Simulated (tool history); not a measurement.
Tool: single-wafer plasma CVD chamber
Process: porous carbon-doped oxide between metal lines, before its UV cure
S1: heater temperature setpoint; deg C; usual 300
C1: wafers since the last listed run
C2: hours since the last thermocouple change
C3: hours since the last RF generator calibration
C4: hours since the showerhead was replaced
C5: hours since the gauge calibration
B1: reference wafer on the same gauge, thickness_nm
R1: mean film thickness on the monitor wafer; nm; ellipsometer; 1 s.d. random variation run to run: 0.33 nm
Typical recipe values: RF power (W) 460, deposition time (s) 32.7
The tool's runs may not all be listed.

Run 1, hour 0.0: usual settings; C1 0; C2 1651.2; C3 304.6; C4 3700.1; C5 331.7; B1 159.971. Result: R1 162.637 nm.
Run 2, hour 56.3: usual settings; C1 1424; C2 1707.5; C3 360.9; C4 3756.4; C5 388.0; B1 159.975. Result: R1 161.856 nm.
Run 3, hour 95.4: usual settings; C1 989; C2 1746.6; C3 400.0; C4 3795.5; C5 427.1; B1 160.055. Result: R1 161.391 nm.
Run 4, hour 151.0: usual settings but S1 292 deg C; C1 1406; C2 1802.2; C3 455.6; C4 3851.1; C5 482.7; B1 160.026. Result: R1 170.295 nm.
Run 5, hour 197.6: usual settings but S1 292 deg C; C1 1178; C2 1848.8; C3 502.2; C4 3897.7; C5 529.3; B1 159.994. Result: R1 170.295 nm.
Run 6, hour 263.1: usual settings but S1 292 deg C; C1 1657; C2 1914.3; C3 567.7; C4 3963.2; C5 594.8; B1 159.977. Result: R1 169.591 nm.
Run 7, hour 298.7: usual settings; C1 900; C2 1949.9; C3 603.3; C4 3998.8; C5 630.4; B1 159.875. Result: R1 161.305 nm.
Run 8, hour 323.3: usual settings; C1 622; C2 1974.5; C3 627.9; C4 4023.4; C5 655.0; B1 159.939. Result: R1 161.102 nm.
Run 9, hour 357.9: usual settings; C1 875; C2 2009.1; C3 662.5; C4 4058.0; C5 689.6; B1 160.038. Result: R1 160.971 nm.
Run 10, hour 418.4: usual settings; C1 1530; C2 2069.6; C3 723.0; C4 4118.5; C5 750.1; B1 159.900. Result: R1 160.918 nm.
At hour 440.9: showerhead replaced.
Run 11, hour 474.2: usual settings; C1 1209; C2 2125.4; C3 778.8; C4 33.3; C5 805.9; B1 160.068. Result: R1 161.498 nm.
Run 12, hour 498.4: usual settings but S1 285 deg C, RF power (W) 425, deposition time (s) 36.4; C1 612; C2 2149.6; C3 803.0; C4 57.5; C5 830.1; B1 159.951. Result: R1 189.436 nm.
Run 13, hour 530.6: usual settings but S1 295 deg C; C1 814; C2 2181.8; C3 835.2; C4 89.7; C5 862.3; B1 159.838. Result: R1 165.113 nm.
At hour 542.9: thermocouple changed; heater temperature recalibrated.
Run 14, hour 578.2: usual settings; C1 1001; C2 35.3; C3 882.8; C4 137.3; C5 909.9; B1 159.962. Result: R1 164.428 nm.
At hour 594.4: RF generator calibrated.
Run 15, hour 641.7: usual settings but S1 311 deg C, RF power (W) 385, deposition time (s) 30.2; C1 1404; C2 98.8; C3 47.3; C4 200.8; C5 973.4; B1 160.117. Result: R1 130.788 nm.
Run 16, hour 705.0: usual settings but S1 311 deg C, RF power (W) 545, deposition time (s) 34.5; C1 1601; C2 162.1; C3 110.6; C4 264.1; C5 1036.7; B1 160.060. Result: R1 174.140 nm.
At hour 705.7: gauge calibrated.
Run 17, hour 736.8: usual settings but RF power (W) 490, deposition time (s) 35.6; C1 804; C2 193.9; C3 142.4; C4 295.9; C5 31.1; B1 159.922. Result: R1 182.562 nm.
Run 18, hour 772.7: usual settings; C1 908; C2 229.8; C3 178.3; C4 331.8; C5 67.0; B1 159.996. Result: R1 163.791 nm.
Run 19, hour 883.4: usual settings; C1 2800; C2 340.5; C3 289.0; C4 442.5; C5 177.7; B1 159.884. Result: R1 163.872 nm.
Run 20, hour 920.3: usual settings; C1 933; C2 377.4; C3 325.9; C4 479.4; C5 214.6; B1 160.042. Result: R1 163.848 nm.
Run 21, hour 959.9: usual settings but S1 315 deg C, deposition time (s) 28.0; C1 1001; C2 417.0; C3 365.5; C4 519.0; C5 254.2; B1 159.950. Result: R1 128.923 nm.
Run 22, hour 1009.5: usual settings; C1 1254; C2 466.6; C3 415.1; C4 568.6; C5 303.8; B1 160.092. Result: R1 163.840 nm.
Run 23, hour 1037.8: usual settings but S1 304 deg C; C1 715; C2 494.9; C3 443.4; C4 596.9; C5 332.1; B1 159.916. Result: R1 160.182 nm.

Alternative continuations, all from the tool just after run 23; predict every row:
Run A, hour 1038.2: usual settings but RF power (W) 425; C1 10; C2 495.3; C3 443.8; C4 597.3; C5 332.5; B1 ?. Result: R1 ?.
Run B, hour 1038.2: usual settings but S1 312 deg C, RF power (W) 420, deposition time (s) 29.6; C1 10; C2 495.3; C3 443.8; C4 597.3; C5 332.5; B1 ?. Result: R1 ?.
Run C, hour 1038.2: usual settings but S1 307 deg C, RF power (W) 410, deposition time (s) 28.3; C1 10; C2 495.3; C3 443.8; C4 597.3; C5 332.5; B1 ?. Result: R1 ?.

run       B1       R1
  A  159.894  158.221
  B  159.894  132.853
  C  159.894  129.468
With the hidden condition removed and each run's random variation left untouched, the same runs would have given:
run       R1
  A  158.130
  B  132.784
  C  129.397

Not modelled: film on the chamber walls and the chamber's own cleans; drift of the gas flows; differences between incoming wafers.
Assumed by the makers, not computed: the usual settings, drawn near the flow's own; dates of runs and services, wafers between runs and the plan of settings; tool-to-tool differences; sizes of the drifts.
